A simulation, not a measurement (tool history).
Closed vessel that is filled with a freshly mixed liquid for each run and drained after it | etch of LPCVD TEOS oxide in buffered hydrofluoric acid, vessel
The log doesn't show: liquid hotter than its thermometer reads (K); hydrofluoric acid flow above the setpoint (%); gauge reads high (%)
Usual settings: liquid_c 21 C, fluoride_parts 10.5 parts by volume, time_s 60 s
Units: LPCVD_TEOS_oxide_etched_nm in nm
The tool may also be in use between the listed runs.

run	hour	liquid_c	fluoride_parts	time_s	wafers since the last listed run	hours since the thermometer was replaced	hours since the hydrofluoric acid flow meter was replaced	hours since the gauge calibration	read-back film thickness of the LPCVD TEOS oxide reference wafer, read on the same gauge (nm)	LPCVD_TEOS_oxide_etched_nm
1	0	21	10.5	60	0	1116.2	1720.8	89.4	69.99	131.77
2	6	19.5	10.5	60	385	1122.2	1726.8	95.4	70	121.47
3	23.6	19.5	10.5	60	1129	1139.8	1744.4	113	70	123.19
4	36.3	19.5	10.5	60	814	1152.5	1757.1	125.7	70.02	121.63
5	49.5	21	10.5	60	847	1165.7	1770.3	138.9	70	133.58
6	59.8	21	7.5	60	660	1176	1780.6	149.2	70.03	181.07
7	66.8	21	10.5	60	449	1183	1787.6	156.2	70.01	132.83
8	111.5	21	10.5	60	2868	1227.7	1832.3	200.9	69.96	132.92
# hour 114.4: hydrofluoric acid flow meter replaced
9	125.3	21	10.5	65	821	1241.5	10.9	214.7	69.99	145.4
10	137.6	21	13.5	30	789	1253.8	23.2	227	69.98	52.46
11	151.3	23	13	40	879	1267.5	36.9	240.7	69.99	81.28
# hour 156.2: thermometer replaced
12	168.8	23	13	40	1058	12.6	54.4	258.2	70.02	72.03
# hour 182.7: gauge calibrated
13	183.5	21	13.5	35	943	27.3	69.1	0.8	70	54.37
14	199.7	23.5	13.5	40	1039	43.5	85.3	17	70.01	72.42
15	209.7	25.5	10.5	60	641	53.5	95.3	27	70	153.7
16	223.5	18.5	10.5	75	885	67.3	109.1	40.8	70.02	130.53
17	239.9	21	13	70	1052	83.7	125.5	57.2	70	112.94
18	248.8	21	10.5	60	571	92.6	134.4	66.1	70	119.81
19	265.5	21	7	50	1071	109.3	151.1	82.8	70	147.35

4 ways to go on from here, each from the tool as it stands after run 19. What would each give?
A	266.2	21	10.5	60	44	110	151.8	83.5	?	?
B	266.2	24	9	60	44	110	151.8	83.5	?	?
C	266.2	21	10.5	90	44	110	151.8	83.5	?	?
D	266.2	24	13	35	44	110	151.8	83.5	?	?

run	read-back film thickness of the LPCVD TEOS oxide reference wafer, read on the same gauge (nm)	LPCVD_TEOS_oxide_etched_nm
A	69.98	119.56
B	69.98	157.98
C	69.98	179.34
D	69.98	66.77
Without the tool's hidden state the same runs would have given:
run	LPCVD_TEOS_oxide_etched_nm
A	117.72
B	155.59
C	176.57
D	65.75

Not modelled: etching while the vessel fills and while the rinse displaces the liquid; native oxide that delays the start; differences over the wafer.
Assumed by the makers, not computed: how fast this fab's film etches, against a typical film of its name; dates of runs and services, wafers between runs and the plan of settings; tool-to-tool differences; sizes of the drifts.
